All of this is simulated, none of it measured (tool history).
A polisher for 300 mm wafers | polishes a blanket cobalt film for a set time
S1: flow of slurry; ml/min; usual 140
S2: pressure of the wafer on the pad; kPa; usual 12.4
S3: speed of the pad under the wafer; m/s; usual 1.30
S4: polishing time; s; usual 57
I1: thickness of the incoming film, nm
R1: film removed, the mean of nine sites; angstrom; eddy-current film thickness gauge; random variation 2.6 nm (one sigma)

| run | day | S1 | S2 | S3 | S4 | I1 | R1 |
|---|---|---|---|---|---|---|---|
| 1 | 0.000 | 140 | 12.4 | 1.30 | 57 | 1150.6 | 2942 |
| 2 | 1.392 | 140 | 12.4 | 1.30 | 57 | 1154.4 | 2972 |
| 3 | 3.175 | 140 | 12.4 | 1.30 | 57 | 1160.3 | 3003 |
|  | 3.712 | worn pad replaced by a new one |
| 4 | 4.717 | 140 | 12.4 | 1.30 | 57 | 1145.1 | 3017 |
| 5 | 6.762 | 140 | 12.4 | 1.30 | 57 | 1138.9 | 2992 |
|  | 7.642 | head pressure recalibrated |
|  | 8.579 | worn pad replaced by a new one |
| 6 | 8.667 | 140 | 12.4 | 1.30 | 57 | 1156.1 | 2859 |
| 7 | 11.171 | 140 | 12.4 | 1.30 | 57 | 1158.3 | 2941 |
| 8 | 13.029 | 140 | 12.4 | 1.30 | 57 | 1141.0 | 2975 |
|  | 14.033 | worn pad replaced by a new one |
| 9 | 14.896 | 140 | 13.8 | 1.44 | 72 | 1148.3 | 4559 |
| 10 | 16.925 | 165 | 14.5 | 1.42 | 50 | 1176.0 | 3384 |
|  | 18.238 | worn pad replaced by a new one |
|  | 18.283 | slurry nozzle cleaned |
| 11 | 19.838 | 140 | 12.4 | 1.30 | 57 | 1149.3 | 3016 |
|  | 21.292 | head pressure recalibrated |
| 12 | 21.408 | 185 | 15.2 | 0.84 | 47 | 1156.5 | 2227 |
| 13 | 23.217 | 140 | 12.4 | 1.54 | 57 | 1135.7 | 3297 |
|  | 23.775 | worn pad replaced by a new one |
| 14 | 24.625 | 100 | 12.4 | 1.30 | 76 | 1136.6 | 3638 |

Forecast each of these 4 alternatives for the next run:
| A | 24.642 | 140 | 11.0 | 1.30 | 57 | 1160.6 | ? |
| B | 24.642 | 140 | 13.8 | 0.86 | 57 | 1160.6 | ? |
| C | 24.642 | 140 | 12.4 | 0.86 | 57 | 1160.6 | ? |
| D | 24.642 | 120 | 15.9 | 1.58 | 48 | 1160.6 | ? |

| run | R1 |
|---|---|
| A | 2631 |
| B | 2475 |
| C | 2227 |
| D | 3576 |
Without the tool's hidden state the same runs would have given:
| run | R1 |
|---|---|
| A | 2568 |
| B | 2416 |
| C | 2174 |
| D | 3491 |
